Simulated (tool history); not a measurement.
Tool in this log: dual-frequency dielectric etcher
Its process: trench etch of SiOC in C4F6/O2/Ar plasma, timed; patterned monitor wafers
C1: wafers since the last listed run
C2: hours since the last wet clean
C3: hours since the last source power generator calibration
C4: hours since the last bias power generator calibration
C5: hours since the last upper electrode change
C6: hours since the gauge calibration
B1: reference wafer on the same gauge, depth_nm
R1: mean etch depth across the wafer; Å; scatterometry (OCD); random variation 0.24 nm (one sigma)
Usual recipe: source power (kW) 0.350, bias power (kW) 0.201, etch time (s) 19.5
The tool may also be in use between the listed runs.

Run 1, day 0.000: usual settings but bias power (kW) 0.226; C1 0; C2 357.4; C3 3639.6; C4 1364.2; C5 4737.9; C6 400.0; B1 42.89. Result: R1 430.6 Å.
At day 2.654: wet clean of the chamber.
Run 2, day 2.746: usual settings but bias power (kW) 0.226; C1 483; C2 2.2; C3 3705.5; C4 1430.1; C5 4803.8; C6 465.9; B1 43.00. Result: R1 430.8 Å.
Run 3, day 4.800: usual settings; C1 568; C2 51.5; C3 3754.8; C4 1479.4; C5 4853.1; C6 515.2; B1 43.10. Result: R1 414.5 Å.
Run 4, day 6.038: usual settings; C1 342; C2 81.2; C3 3784.5; C4 1509.1; C5 4882.8; C6 544.9; B1 43.28. Result: R1 411.6 Å.
Run 5, day 8.946: usual settings but etch time (s) 16.5; C1 805; C2 151.0; C3 3854.3; C4 1578.9; C5 4952.6; C6 614.7; B1 43.21. Result: R1 347.0 Å.
Run 6, day 10.417: usual settings but etch time (s) 16.5; C1 407; C2 186.3; C3 3889.6; C4 1614.2; C5 4987.9; C6 650.0; B1 43.34. Result: R1 350.6 Å.
Run 7, day 12.142: usual settings but etch time (s) 16.5; C1 477; C2 227.7; C3 3931.0; C4 1655.6; C5 5029.3; C6 691.4; B1 43.32. Result: R1 352.9 Å.
Run 8, day 14.321: usual settings but source power (kW) 0.280; C1 603; C2 280.0; C3 3983.3; C4 1707.9; C5 5081.6; C6 743.7; B1 43.40. Result: R1 365.0 Å.
Run 9, day 15.838: usual settings but source power (kW) 0.280; C1 420; C2 316.4; C3 4019.7; C4 1744.3; C5 5118.0; C6 780.1; B1 43.32. Result: R1 366.5 Å.
At day 17.383: wet clean of the chamber.
Run 10, day 18.525: usual settings; C1 467; C2 27.4; C3 4084.2; C4 1808.8; C5 5182.5; C6 844.6; B1 43.33. Result: R1 414.0 Å.
Run 11, day 21.500: usual settings; C1 823; C2 98.8; C3 4155.6; C4 1880.2; C5 5253.9; C6 916.0; B1 43.41. Result: R1 417.4 Å.
Run 12, day 23.312: usual settings; C1 501; C2 142.3; C3 4199.1; C4 1923.7; C5 5297.4; C6 959.5; B1 43.35. Result: R1 417.4 Å.
Run 13, day 25.796: usual settings; C1 687; C2 201.9; C3 4258.7; C4 1983.3; C5 5357.0; C6 1019.1; B1 43.59. Result: R1 415.7 Å.
At day 26.088: bias power generator calibrated.
Run 14, day 26.912: usual settings but source power (kW) 0.430, bias power (kW) 0.234, etch time (s) 13.5; C1 263; C2 228.7; C3 4285.5; C4 19.8; C5 5383.8; C6 1045.9; B1 43.50. Result: R1 342.2 Å.
At day 27.721: source power generator calibrated.
Run 15, day 27.929: usual settings but source power (kW) 0.400, bias power (kW) 0.180, etch time (s) 17.0; C1 235; C2 253.1; C3 5.0; C4 44.2; C5 5408.2; C6 1070.3; B1 43.48. Result: R1 371.6 Å.
Run 16, day 32.021: usual settings but source power (kW) 0.310, bias power (kW) 0.232, etch time (s) 16.5; C1 1133; C2 351.3; C3 103.2; C4 142.4; C5 5506.4; C6 1168.5; B1 43.51. Result: R1 352.6 Å.
At day 34.462: gauge calibrated.
Run 17, day 34.617: usual settings but source power (kW) 0.270, bias power (kW) 0.177, etch time (s) 24.5; C1 718; C2 413.6; C3 165.5; C4 204.7; C5 5568.7; C6 3.7; B1 41.58. Result: R1 403.0 Å.
At day 36.183: wet clean of the chamber.
Run 18, day 36.417: usual settings but source power (kW) 0.410, bias power (kW) 0.156; C1 221; C2 5.6; C3 208.7; C4 247.9; C5 5611.9; C6 46.9; B1 41.69. Result: R1 382.5 Å.
Run 19, day 37.871: usual settings but source power (kW) 0.400; C1 402; C2 40.5; C3 243.6; C4 282.8; C5 5646.8; C6 81.8; B1 41.92. Result: R1 427.9 Å.
At day 40.183: upper electrode replaced.
Run 20, day 40.429: usual settings but source power (kW) 0.390, bias power (kW) 0.218, etch time (s) 23.0; C1 431; C2 101.9; C3 305.0; C4 344.2; C5 5.9; C6 143.2; B1 41.88. Result: R1 518.8 Å.

Run 21 is up next; what results do you expect?
Run 21, day 41.704: usual settings but source power (kW) 0.290, etch time (s) 14.5; C1 353; C2 132.5; C3 335.6; C4 374.8; C5 36.5; C6 173.8; B1 ?. Result: R1 ?.

{"run 21": {"B1": 42.18, "R1": 267.5}}
Were there no unlogged condition in the tool, this run, its random variation unchanged, would have produced R1 265.5 Å.
